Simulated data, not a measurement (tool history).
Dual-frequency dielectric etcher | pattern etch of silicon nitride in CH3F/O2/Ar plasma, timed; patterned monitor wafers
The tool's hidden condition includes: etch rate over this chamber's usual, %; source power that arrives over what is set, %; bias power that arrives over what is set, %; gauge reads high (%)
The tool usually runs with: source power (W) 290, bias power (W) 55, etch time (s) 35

run,hour,source power (W),bias power (W),etch time (s),wafers since the last listed run,hours since the last wet clean,hours since the last source power generator calibration,hours since the last bias power generator calibration,hours since the last upper electrode change,hours since the gauge calibration,"read-back reference wafer on the same gauge, depth_nm",mean etch depth across the wafer (Å)
1,0,290,55,35,0,519.4,4306.3,33.7,4967.9,1231,15.3,186.4
# hour 47.4: gauge calibrated
2,94.1,290,55,35,1376,613.5,4400.4,127.8,5062,46.7,15.3,185.1
3,107.9,290,55,35,201,627.3,4414.2,141.6,5075.8,60.5,15.3,185
# hour 152.7: wet clean of the chamber
4,153.2,290,55,35,311,0.5,4459.5,186.9,5121.1,105.8,15.29,190.9
5,156.8,290,55,35,52,4.1,4463.1,190.5,5124.7,109.4,15.31,189.9
6,173.6,290,55,40.5,245,20.9,4479.9,207.3,5141.5,126.2,15.3,220.7
7,187.9,250,55,35,209,35.2,4494.2,221.6,5155.8,140.5,15.29,172.9
8,201,360,69,43.5,191,48.3,4507.3,234.7,5168.9,153.6,15.3,287.2
# hour 256.5: source power generator calibrated
# hour 291.4: upper electrode replaced
9,295.5,290,50,35,972,142.8,39,329.2,4.1,248.1,15.3,181.1
10,316.3,310,51,25.5,304,163.6,59.8,350,24.9,268.9,15.3,138.3
11,348.5,330,41,31.5,470,195.8,92,382.2,57.1,301.1,15.29,164.1
12,375.6,250,68,32,396,222.9,119.1,409.3,84.2,328.2,15.3,169.2
13,398.7,290,67,35,337,246,142.2,432.4,107.3,351.3,15.3,201.3
14,426.1,240,55,29,400,273.4,169.6,459.8,134.7,378.7,15.31,138.4
15,446,290,55,35,291,293.3,189.5,479.7,154.6,398.6,15.3,186.5
16,481.7,290,55,35,522,329,225.2,515.4,190.3,434.3,15.3,186.1
17,508.1,290,66,35,386,355.4,251.6,541.8,216.7,460.7,15.3,197.9
18,533.8,290,55,35,375,381.1,277.3,567.5,242.4,486.4,15.3,185.4
19,560.4,320,49,39.5,389,407.7,303.9,594.1,269,513,15.3,211.7
20,587.9,290,55,38,402,435.2,331.4,621.6,296.5,540.5,15.3,200.1
21,616,320,61,30,411,463.3,359.5,649.7,324.6,568.6,15.3,173.1
22,650.6,270,67,35,506,497.9,394.1,684.3,359.2,603.2,15.29,188.6
23,678.4,270,55,40,406,525.7,421.9,712.1,387,631,15.3,200.7
24,693.3,290,61,45,217,540.6,436.8,727,401.9,645.9,15.3,246.1
25,721,290,55,31.5,405,568.3,464.5,754.7,429.6,673.6,15.31,164.8
26,744.6,270,41,25.5,345,591.9,488.1,778.3,453.2,697.2,15.3,115.3
27,759.4,360,47,35,216,606.7,502.9,793.1,468,712,15.3,196
28,775,290,55,35,228,622.3,518.5,808.7,483.6,727.6,15.3,182.8
# hour 806.6: wet clean of the chamber
29,807.1,290,50,35,118,0.5,550.6,840.8,515.7,759.7,15.3,182.6

Some steps in mean etch depth across the wafer (Å), run to run, broken into two amounts with sign: the step expected even without the hidden condition (settings, incoming material, random variation), and the rest, left for the hidden condition together with whatever gauge scatter is not in both the measured and the hidden-condition-free result:
Run 3 -> 4: wet clean of the chamber. mean etch depth across the wafer (Å) +5.9: hidden state +4.9, all else +1.
Run 7 -> 8: source power (W) 250 -> 360, bias power (W) 55 -> 69, etch time (s) 35 -> 43.5. mean etch depth across the wafer (Å) +114.3: hidden state -1.1, all else +115.4.
Run 8 -> 9: source power (W) 360 -> 290, bias power (W) 69 -> 50, etch time (s) 43.5 -> 35, source power generator calibrated, upper electrode replaced. mean etch depth across the wafer (Å) -106.1: hidden state -0.3, all else -105.8.
Run 28 -> 29: bias power (W) 55 -> 50, wet clean of the chamber. mean etch depth across the wafer (Å) -0.2: hidden state +6, all else -6.2.
